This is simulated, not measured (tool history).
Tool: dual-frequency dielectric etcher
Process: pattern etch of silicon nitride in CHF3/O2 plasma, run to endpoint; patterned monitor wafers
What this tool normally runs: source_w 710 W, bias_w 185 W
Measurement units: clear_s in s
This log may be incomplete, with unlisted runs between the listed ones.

run     day  source_w  bias_w  incoming incoming film thickness, nm  clear_s
  1       0       710     185                                   100     62.1
  2   0.725       710     185                                  98.6       61
  3   1.367       710     185                                  98.7     60.9
  4   1.729       710     185                                  98.4     60.1
  5   1.983       710     185                                  98.4     60.6
  6   2.342       710     185                                  98.2     60.6
  7   2.929       710     185                                  97.8     60.5
  8   3.221       600     157                                  98.4     66.5
  9   3.504       600     157                                  98.4     66.6
 10   3.925       600     157                                  99.4     67.3
 11   4.404       710     185                                  97.9       60
 12   4.921       710     185                                  99.1     60.7
 13   5.575       650     146                                  97.4       65
 14   5.829       590     225                                  98.4     60.8
      6.775  -- source power generator calibrated
      6.838  -- upper electrode replaced
      7.608  -- bias power generator calibrated
      7.817  -- wet clean of the chamber
 15   7.838       550     160                                  98.1     71.1
 16   7.854       620     226                                  98.9     62.9
 17   7.867       710     141                                  98.5     67.9
 18   7.879       820     202                                  98.5     58.9
 19   8.233       710     185                                  98.1     63.1
 20   8.742       650     162                                  98.2     66.7
 21   9.492       630     158                                  99.1     68.8
 22  11.738       710     185                                  98.3     62.5
 23  11.996       710     185                                  98.4     62.4

Below, each run's measurement less what the same run would have read without the hidden state. Both values contain the same run-to-run variation, but the gauge's scatter may not be the same in both:
The hidden state here: etch rate over this chamber's usual, %; source power that arrives over what is set, %; bias power that arrives over what is set, %.
run  clear_s
  1     -2.1
  2     -2.2
  3     -2.2
  4     -2.2
  5     -2.3
  6     -2.4
  7     -2.4
  8     -2.8
  9     -2.8
 10     -2.9
 11     -2.7
 12     -2.8
 13       -3
 14     -2.9
 15     +0.4
 16     +0.4
 17     +0.4
 18     +0.4
 19     +0.4
 20     +0.2
 21     +0.2
 22     -0.2
 23     -0.2
